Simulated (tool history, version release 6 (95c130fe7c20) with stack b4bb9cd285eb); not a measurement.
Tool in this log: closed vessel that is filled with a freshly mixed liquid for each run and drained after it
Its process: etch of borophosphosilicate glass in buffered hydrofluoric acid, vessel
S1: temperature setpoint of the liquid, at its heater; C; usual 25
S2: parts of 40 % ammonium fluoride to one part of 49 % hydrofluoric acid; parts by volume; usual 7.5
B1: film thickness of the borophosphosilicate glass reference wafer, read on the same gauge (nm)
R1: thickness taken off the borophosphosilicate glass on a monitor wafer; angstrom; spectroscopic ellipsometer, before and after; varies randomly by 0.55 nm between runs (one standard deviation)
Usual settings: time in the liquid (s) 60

run 1 hour=0 | S1=25 S2=8.5 time_in_the_liquid_(s)=60 | B1=120.04 | R1=1048.4
run 2 hour=8.5 | S1=25 S2=8.5 time_in_the_liquid_(s)=60 | B1=119.97 | R1=1046.1
run 3 hour=15.9 | S1=28 S2=7.5 time_in_the_liquid_(s)=60 | B1=119.98 | R1=1407
run 4 hour=22.1 | S1=28 S2=7.5 time_in_the_liquid_(s)=60 | B1=120.02 | R1=1404.8
run 5 hour=36.1 | S1=28 S2=7.5 time_in_the_liquid_(s)=60 | B1=119.97 | R1=1402.4
run 6 hour=44.2 | S1=24 S2=7.5 time_in_the_liquid_(s)=45 | B1=119.97 | R1=857.9
run 7 hour=56.4 | S1=24 S2=7.5 time_in_the_liquid_(s)=45 | B1=119.96 | R1=853.8
run 8 hour=62.7 | S1=25 S2=7.5 time_in_the_liquid_(s)=60 | B1=119.99 | R1=1201.8
run 9 hour=78.4 | S1=25 S2=7.5 time_in_the_liquid_(s)=60 | B1=119.98 | R1=1201.5
run 10 hour=92.2 | S1=25 S2=6 time_in_the_liquid_(s)=60 | B1=120 | R1=1466.3
-- hour=100.2 thermometer replaced
run 11 hour=107.1 | S1=25 S2=6 time_in_the_liquid_(s)=95 | B1=120.01 | R1=2596.2
run 12 hour=134.6 | S1=25 S2=10.5 time_in_the_liquid_(s)=95 | B1=120.03 | R1=1519.8
-- hour=146.3 hydrofluoric acid flow meter replaced
run 13 hour=146.8 | S1=25 S2=5.5 time_in_the_liquid_(s)=50 | B1=120.01 | R1=1372.7
-- hour=148.8 gauge calibrated
run 14 hour=161.6 | S1=22 S2=9 time_in_the_liquid_(s)=90 | B1=120.06 | R1=1286.7
run 15 hour=176.8 | S1=28 S2=7.5 time_in_the_liquid_(s)=60 | B1=120.01 | R1=1456.1
run 16 hour=188.9 | S1=26.5 S2=7.5 time_in_the_liquid_(s)=60 | B1=120.03 | R1=1345.9
run 17 hour=202 | S1=22 S2=10.5 time_in_the_liquid_(s)=45 | B1=120 | R1=580.1
run 18 hour=212.4 | S1=25 S2=7.5 time_in_the_liquid_(s)=60 | B1=119.97 | R1=1225.6

What was the tool's hidden state at every run in the log?
gauge reads high (%): 0, the same for each run
H1: liquid colder than its thermometer reads (K)
H2: hydrofluoric acid flow above the setpoint (%)
run=1 H1=2.08 H2=6.83
run=2 H1=2.1 H2=6.95
run=3 H1=2.12 H2=7.05
run=4 H1=2.13 H2=7.14
run=5 H1=2.15 H2=7.34
run=6 H1=2.17 H2=7.45
run=7 H1=2.19 H2=7.62
run=8 H1=2.21 H2=7.71
run=9 H1=2.24 H2=7.93
run=10 H1=2.26 H2=8.12
run=11 H1=0.217 H2=8.33
run=12 H1=0.27 H2=8.71
run=13 H1=0.294 H2=0.183
run=14 H1=0.322 H2=0.39
run=15 H1=0.351 H2=0.602
run=16 H1=0.375 H2=0.771
run=17 H1=0.4 H2=0.954
run=18 H1=0.42 H2=1.1

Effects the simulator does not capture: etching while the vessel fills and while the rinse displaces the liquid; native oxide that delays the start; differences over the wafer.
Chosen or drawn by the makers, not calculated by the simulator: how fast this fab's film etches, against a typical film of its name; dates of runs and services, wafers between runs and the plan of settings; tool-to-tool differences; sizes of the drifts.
